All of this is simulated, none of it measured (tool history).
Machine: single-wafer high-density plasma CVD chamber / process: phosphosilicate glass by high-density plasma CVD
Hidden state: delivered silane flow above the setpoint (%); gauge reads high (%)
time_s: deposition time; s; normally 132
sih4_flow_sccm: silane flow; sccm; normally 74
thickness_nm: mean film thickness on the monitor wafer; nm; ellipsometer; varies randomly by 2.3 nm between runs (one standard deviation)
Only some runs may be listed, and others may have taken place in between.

run,hour,time_s,sih4_flow_sccm,wafers since the last listed run,hours since the silane flow controller was replaced,hours since the gauge calibration,"read-back reference wafer on the same gauge, thickness_nm",thickness_nm
1,0.0,121,74,0,2407.6,208.7,1074.932,902.044
2,41.6,121,74,474,2449.2,250.3,1074.634,901.559
3,87.2,121,74,520,2494.8,295.9,1075.666,897.987
4,149.7,132,74,712,2557.3,358.4,1074.818,985.278
5,198.5,132,74,556,2606.1,407.2,1074.719,981.746
6,251.3,146,80,602,2658.9,460.0,1074.248,1155.684
7,303.2,132,74,591,2710.8,511.9,1074.869,984.700
8,348.1,132,74,512,2755.7,556.8,1074.865,988.776
9,389.8,132,74,475,2797.4,598.5,1074.814,989.519
# hour 417.9: gauge calibrated
10,473.8,121,79,958,2881.4,55.9,1075.148,954.286
11,537.5,114,84,726,2945.1,119.6,1074.226,941.756
12,573.5,124,81,410,2981.1,155.6,1075.197,997.940
13,615.9,115,74,483,3023.5,198.0,1075.285,863.314
# hour 671.8: silane flow controller replaced
14,674.0,132,74,571,2.2,256.1,1075.980,964.384
15,723.0,142,83,558,51.2,305.1,1074.564,1131.484
16,785.6,119,82,714,113.8,367.7,1075.421,937.349
17,845.9,110,69,687,174.1,428.0,1075.021,767.570
18,912.8,117,65,763,241.0,494.9,1075.072,780.703

Consider 3 possible next runs. They are alternatives, not a sequence: every one starts from the tool as it was left by run 18. What does each give?
A,913.2,125,74,4,241.4,495.3,?,?
B,913.2,132,63,4,241.4,495.3,?,?
C,913.2,132,64,4,241.4,495.3,?,?

run,"read-back reference wafer on the same gauge, thickness_nm",thickness_nm
A,1074.650,917.372
B,1074.650,864.214
C,1074.650,873.717
Take away the tool's hidden state, keep each run's random variation, and the runs would have read:
run,thickness_nm
A,914.639
B,861.640
C,871.114

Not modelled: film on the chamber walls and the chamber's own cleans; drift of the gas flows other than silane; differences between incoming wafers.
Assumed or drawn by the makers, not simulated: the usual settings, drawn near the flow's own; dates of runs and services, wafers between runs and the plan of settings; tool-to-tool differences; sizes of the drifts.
